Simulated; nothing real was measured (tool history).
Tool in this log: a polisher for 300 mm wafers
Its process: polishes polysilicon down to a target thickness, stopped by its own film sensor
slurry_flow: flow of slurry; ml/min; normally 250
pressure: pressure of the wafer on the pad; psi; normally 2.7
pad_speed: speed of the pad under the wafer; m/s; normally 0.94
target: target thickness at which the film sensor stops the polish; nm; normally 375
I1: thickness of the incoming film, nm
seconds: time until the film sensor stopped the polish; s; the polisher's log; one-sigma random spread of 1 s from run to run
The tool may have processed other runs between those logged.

Run 1, hour 0: usual settings but target 269 nm; I1 937.7. Result: seconds 94.3 s.
Run 2, hour 14.8: usual settings but target 269 nm; I1 908. Result: seconds 91.8 s.
Run 3, hour 39: usual settings but target 269 nm; I1 932. Result: seconds 95.6 s.
Run 4, hour 59.6: usual settings; I1 910.5. Result: seconds 78.7 s.
Run 5, hour 71.8: usual settings; I1 917.8. Result: seconds 79.5 s.
Run 6, hour 135.1: usual settings; I1 923.5. Result: seconds 86.8 s.
Run 7, hour 161.2: usual settings but pressure 2.5 psi; I1 918.3. Result: seconds 83.5 s.
Run 8, hour 193.5: usual settings but pressure 2.5 psi; I1 924.2. Result: seconds 82.9 s.
Run 9, hour 228.3: usual settings but pressure 2.5 psi; I1 940.4. Result: seconds 87.9 s.
Run 10, hour 252.4: usual settings; I1 925.3. Result: seconds 80.5 s.
Run 11, hour 271.5: usual settings; I1 928.3. Result: seconds 81.8 s.
Run 12, hour 287.6: usual settings; I1 921.3. Result: seconds 82.4 s.
Run 13, hour 316.1: usual settings; I1 923.9. Result: seconds 86.5 s.
Run 14, hour 342.9: usual settings; I1 917.2. Result: seconds 75.5 s.
Run 15, hour 376.1: usual settings; I1 937. Result: seconds 81.2 s.
Run 16, hour 396.3: usual settings; I1 939.3. Result: seconds 80.8 s.
Run 17, hour 419.4: usual settings; I1 916.3. Result: seconds 79.3 s.
Run 18, hour 436.7: usual settings; I1 909.4. Result: seconds 77.8 s.
Run 19, hour 451.1: usual settings but slurry_flow 330 ml/min; I1 928.3. Result: seconds 80 s.
Run 20, hour 487.1: usual settings but slurry_flow 220 ml/min, pressure 3.2 psi, pad_speed 0.72 m/s, target 556 nm; I1 923.1. Result: seconds 62.3 s.
Run 21, hour 502: usual settings; I1 921.7. Result: seconds 84.2 s.
Run 22, hour 515.9: usual settings but slurry_flow 175 ml/min, pad_speed 1.06 m/s, target 321 nm; I1 925.9. Result: seconds 86.1 s.
Run 23, hour 539.5: usual settings but pad_speed 1.02 m/s; I1 934.2. Result: seconds 82.7 s.
Run 24, hour 566.5: usual settings but pressure 2.2 psi, pad_speed 1.14 m/s, target 438 nm; I1 919.3. Result: seconds 68.5 s.
Run 25, hour 594.7: usual settings but pressure 2.2 psi, pad_speed 1.08 m/s, target 492 nm; I1 916.1. Result: seconds 64.2 s.
Run 26, hour 612.2: usual settings but pad_speed 0.62 m/s, target 219 nm; I1 938.3. Result: seconds 155.4 s.
Run 27, hour 632.3: usual settings; I1 926. Result: seconds 79 s.
Run 28, hour 665.1: usual settings but pad_speed 0.8 m/s; I1 912.8. Result: seconds 91.1 s.
Run 29, hour 678.1: usual settings but slurry_flow 315 ml/min; I1 921.4. Result: seconds 76.8 s.
Run 30, hour 755.9: usual settings; I1 929.6. Result: seconds 84.3 s.
Run 31, hour 782.8: usual settings but slurry_flow 215 ml/min; I1 935.2. Result: seconds 80.1 s.
Run 32, hour 805.3: usual settings; I1 901.3. Result: seconds 75.8 s.
Run 33, hour 840.9: usual settings; I1 922.1. Result: seconds 80.1 s.
Run 34, hour 862.1: usual settings but slurry_flow 340 ml/min, pressure 3.2 psi, pad_speed 0.78 m/s, target 473 nm; I1 933.7. Result: seconds 67.6 s.
Run 35, hour 886.8: usual settings but slurry_flow 195 ml/min, pressure 3.2 psi, target 209 nm; I1 917.1. Result: seconds 87.9 s.
Run 36, hour 992.3: usual settings; I1 916.6. Result: seconds 77.2 s.
Run 37, hour 1014.5: usual settings but slurry_flow 325 ml/min, pressure 2.4 psi, pad_speed 1.24 m/s, target 187 nm; I1 919.4. Result: seconds 86.7 s.

Not shown here: 12 entries made in the log between runs. Locate each between two listed runs and compare the hidden state at the listed run before it with the hidden state at the listed run after it:
Logged between run 3 and run 4: head pressure recalibrated (hour 59.1)
  removal rate lost through wear of the pad, %: 2.71 -> 3.86
  what was measured, less what the result would be without the hidden state, seconds: +2.6 -> +3 s
Logged between run 6 and run 7: worn pad replaced by a new one (hour 143.1)
  removal rate lost through wear of the pad, %: 9.98 -> 1.7
  what was measured, less what the result would be without the hidden state, seconds: +8.7 -> +1.4 s
Logged between run 7 and run 8: slurry nozzle cleaned (hour 189.2)
  removal rate lost through wear of the pad, %: 1.7 -> 2.29
  what was measured, less what the result would be without the hidden state, seconds: +1.4 -> +1.9 s
Logged between run 13 and run 14: worn pad replaced by a new one (hour 339)
  removal rate lost through wear of the pad, %: 9.5 -> 2.93
  what was measured, less what the result would be without the hidden state, seconds: +8.2 -> +2.2 s
Logged between run 16 and run 17: slurry nozzle cleaned (hour 418.2)
  removal rate lost through wear of the pad, %: 3.79 -> 4.63
  what was measured, less what the result would be without the hidden state, seconds: +3.1 -> +3.7 s
Logged between run 22 and run 23: head pressure recalibrated (hour 539)
  removal rate lost through wear of the pad, %: 11.2 -> 13.5
  what was measured, less what the result would be without the hidden state, seconds: +9.6 -> +11.1 s
Logged between run 23 and run 24: worn pad replaced by a new one (hour 562.7)
  removal rate lost through wear of the pad, %: 13.5 -> 0.503
  what was measured, less what the result would be without the hidden state, seconds: +11.1 -> +0.4 s
Logged between run 25 and run 26: slurry nozzle cleaned (hour 610.2)
  removal rate lost through wear of the pad, %: 0.768 -> 1.14
  what was measured, less what the result would be without the hidden state, seconds: +0.5 -> +1.8 s
Logged between run 30 and run 31: worn pad replaced by a new one (hour 760.7)
  removal rate lost through wear of the pad, %: 10.3 -> 0.826
  what was measured, less what the result would be without the hidden state, seconds: +8.7 -> +0.7 s
Logged between run 32 and run 33: slurry nozzle cleaned (hour 836.5)
  removal rate lost through wear of the pad, %: 1.22 -> 2.39
  what was measured, less what the result would be without the hidden state, seconds: +0.9 -> +1.9 s
Logged between run 35 and run 36: worn pad replaced by a new one (hour 979.3)
  removal rate lost through wear of the pad, %: 4.88 -> 1.17
  what was measured, less what the result would be without the hidden state, seconds: +4.2 -> +1 s
Logged between run 36 and run 37: head pressure recalibrated (hour 1010.2)
  removal rate lost through wear of the pad, %: 1.17 -> 1.46
  what was measured, less what the result would be without the hidden state, seconds: +1 -> +1.2 s
